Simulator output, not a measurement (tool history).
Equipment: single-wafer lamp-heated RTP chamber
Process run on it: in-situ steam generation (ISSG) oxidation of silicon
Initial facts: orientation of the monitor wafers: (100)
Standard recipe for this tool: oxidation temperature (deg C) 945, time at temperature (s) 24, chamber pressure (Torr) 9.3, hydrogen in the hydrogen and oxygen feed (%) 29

run	hour	oxidation temperature (deg C)	time at temperature (s)	chamber pressure (Torr)	hydrogen in the hydrogen and oxygen feed (%)	read-back reference wafer on the same gauge, thickness	oxide thickness on the monitor wafer (Å)
1	0	945	31	9.3	29	3.679	52.69
2	16.1	945	31	9.3	29	3.681	52.79
3	30.4	945	31	9.3	29	3.678	52.79
4	36.7	958	24	9.3	29	3.679	49.23
5	43.6	958	24	9.3	29	3.68	49.35
6	50	958	24	9.3	29	3.681	49.38
7	59.1	945	24	9.3	29	3.679	47.07
8	73.8	945	24	9.3	29	3.68	47.23
# hour 84.8: hydrogen flow controller replaced
9	88.2	945	24	9.3	29	3.681	47.35
10	104.2	945	31	9.3	29	3.68	53.02
11	116.5	938	24	9.3	29	3.68	46.31
12	126.5	945	15	8.1	29	3.681	39.85
# hour 136.6: gauge calibrated
# hour 143.7: pressure gauge zeroed
# hour 149.3: pyrometer window cleaned and pyrometer calibrated
13	149.8	945	24	9.3	29	3.68	45.37
14	150.1	945	24	9.3	32	3.68	46.4
15	165.8	945	24	10.2	29	3.68	44.48
16	173.2	945	24	10.2	24	3.679	42.69
17	187.9	945	24	9.3	23	3.68	43.11
18	203.8	933	27	9.8	29	3.679	45.53

Forecast each of these 5 alternatives for the next run:
A	204.2	945	24	7.9	29	?	?
B	204.2	945	16	9.3	29	?	?
C	204.2	945	24	8.7	32	?	?
D	204.2	945	20	9.3	29	?	?
E	204.2	927	24	8.2	26	?	?

run	read-back reference wafer on the same gauge, thickness	oxide thickness on the monitor wafer (Å)
A	3.679	46.12
B	3.679	38.67
C	3.679	46.87
D	3.679	42.12
E	3.679	42.46
Without the tool's unlogged condition, the same runs would have read:
run	oxide thickness on the monitor wafer (Å)
A	45.99
B	38.57
C	46.74
D	42.01
E	42.35

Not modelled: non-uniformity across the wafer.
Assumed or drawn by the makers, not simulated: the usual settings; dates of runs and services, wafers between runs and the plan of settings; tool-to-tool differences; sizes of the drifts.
